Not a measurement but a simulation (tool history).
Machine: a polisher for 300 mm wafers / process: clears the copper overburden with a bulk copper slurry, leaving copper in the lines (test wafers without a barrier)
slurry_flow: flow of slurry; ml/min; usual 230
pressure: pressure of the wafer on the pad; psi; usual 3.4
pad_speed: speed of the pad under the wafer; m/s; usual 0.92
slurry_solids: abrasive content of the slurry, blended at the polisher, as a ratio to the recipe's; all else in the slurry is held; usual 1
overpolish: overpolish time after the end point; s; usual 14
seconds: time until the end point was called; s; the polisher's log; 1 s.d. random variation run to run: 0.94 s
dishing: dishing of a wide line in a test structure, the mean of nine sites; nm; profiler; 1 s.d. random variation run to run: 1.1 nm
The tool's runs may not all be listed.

run,hour,slurry_flow,pressure,pad_speed,slurry_solids,overpolish,wafers since the last listed run,wafers polished on this pad,hours since the slurry nozzle was cleaned,hours since the head pressure was calibrated,hours since the slurry blender was calibrated,"incoming thickness of the incoming film, nm",seconds,dishing
1,0,230,3.4,0.92,1,14,0,1001,620.2,1467.2,162.8,940.5,89.1,58.7
# hour 3.4: head pressure recalibrated
2,59.6,230,3.4,1.18,1,14,622,1623,679.8,56.2,222.4,937.5,70.2,64
3,117.6,230,3.4,0.92,1,14,626,2250,737.8,114.2,280.4,923.8,88.8,57
4,181.7,270,3.4,0.78,1,14,692,2943,801.9,178.3,344.5,936.3,105.7,53.5
5,243,215,3.4,0.92,0.75,14,662,3605,863.2,239.6,405.8,930,96.9,55.7
# hour 259.5: slurry nozzle cleaned
# hour 284.8: slurry blender recalibrated
6,333.1,230,3.7,0.92,1,14,941,4547,73.6,329.7,48.3,928.7,78.8,62.3
7,404.8,230,3.7,0.92,1,14,774,5322,145.3,401.4,120,943.5,80.8,59.5
8,469.2,230,3.7,0.92,1,14,696,6018,209.7,465.8,184.4,934,80,60.2
# hour 480.2: worn pad replaced by a new one
9,525.9,230,2.6,0.92,1,14,569,494,266.4,522.5,241.1,937.3,102.1,52
10,604.3,230,2.6,0.92,1,14,847,1341,344.8,600.9,319.5,944.3,102.6,53.3
11,655.8,290,4,0.92,1,14,556,1898,396.3,652.4,371,923.6,73.2,65.3
# hour 756.4: slurry blender recalibrated
12,763.7,265,2.4,1.04,1,7,1144,3042,504.2,760.3,7.3,938.8,94.9,36
13,820.2,230,4.4,0.92,1.15,14,610,3653,560.7,816.8,63.8,933,69.7,66.4
14,926.2,230,3.7,0.92,1,14,1145,4799,666.7,922.8,169.8,954.1,85.2,59.1
# hour 933.3: worn pad replaced by a new one
15,1004.4,295,3.4,0.68,0.8,18,801,768,744.9,1001,248,950.5,123.1,56.2
16,1063.9,230,3.4,0.66,1,14,643,1411,804.4,1060.5,307.5,923.3,125,48
17,1125.3,230,3.4,0.92,1,14,663,2075,865.8,1121.9,368.9,945,94.7,56.7
# hour 1177.1: slurry nozzle cleaned
18,1195.6,270,3.4,0.82,0.85,14,749,2824,18.5,1192.2,439.2,924,94.4,56
19,1246.2,230,3.4,0.92,1,14,546,3371,69.1,1242.8,489.8,939,86.3,60.9
# hour 1262.9: slurry blender recalibrated
20,1331.1,230,2.6,0.92,0.7,11,896,4267,154,1327.7,68.2,919.5,108.7,44.2
# hour 1351.6: head pressure recalibrated
# hour 1367.8: worn pad replaced by a new one
21,1380.9,230,2.9,0.92,0.9,14,473,141,203.8,29.3,118,924.4,94.9,54.8
22,1467.5,230,3.4,0.92,1,14,936,1077,290.4,115.9,204.6,916.4,85.7,57.8
23,1509.2,305,3.4,0.68,1,14,450,1527,332.1,157.6,246.3,927.5,109.3,48.9
24,1556.2,160,3.4,0.92,1,14,508,2035,379.1,204.6,293.3,928.1,93.1,56.4
25,1627.3,255,3.4,0.92,1,14,768,2804,450.2,275.7,364.4,924.3,84.9,59.9
26,1694.2,230,3.4,0.78,1.15,14,723,3527,517.1,342.6,431.3,916.1,98.8,54.6
# hour 1708.7: slurry blender recalibrated
27,1789.5,170,3.4,0.66,1.25,14,1008,4535,612.4,437.9,80.8,933.9,122,46.5
28,1893.7,175,3.4,0.92,1.2,14,1126,5662,716.6,542.1,185,936.9,92.3,58.1
# hour 1915.8: slurry nozzle cleaned
# hour 1925.2: worn pad replaced by a new one
29,1941.5,230,4.1,0.92,1,14,462,175,25.7,589.9,232.8,936.5,75.2,63.5

List, for all runs, the conditions of the tool that the log does not record:
removal rate lost through wear of the pad, %: 0, the same for each run
deviation of the head's pressure from its setpoint, %: 0, the same for each run
abrasive missing from the slurry, %: 0, the same for each run
H1: slurry flow missing at the pad, %
run,H1
1,21.2
2,25.3
3,29.7
4,34.9
5,40.4
6,1.03
7,1.86
8,3.07
9,4.51
10,7.05
11,9.07
12,14.2
13,17.4
14,24.3
15,30.2
16,35.1
17,40.5
18,3.27
19,3.51
20,4.52
21,5.46
22,7.73
23,9.11
24,10.9
25,14
26,17.4
27,23.2
28,30.5
29,5.67
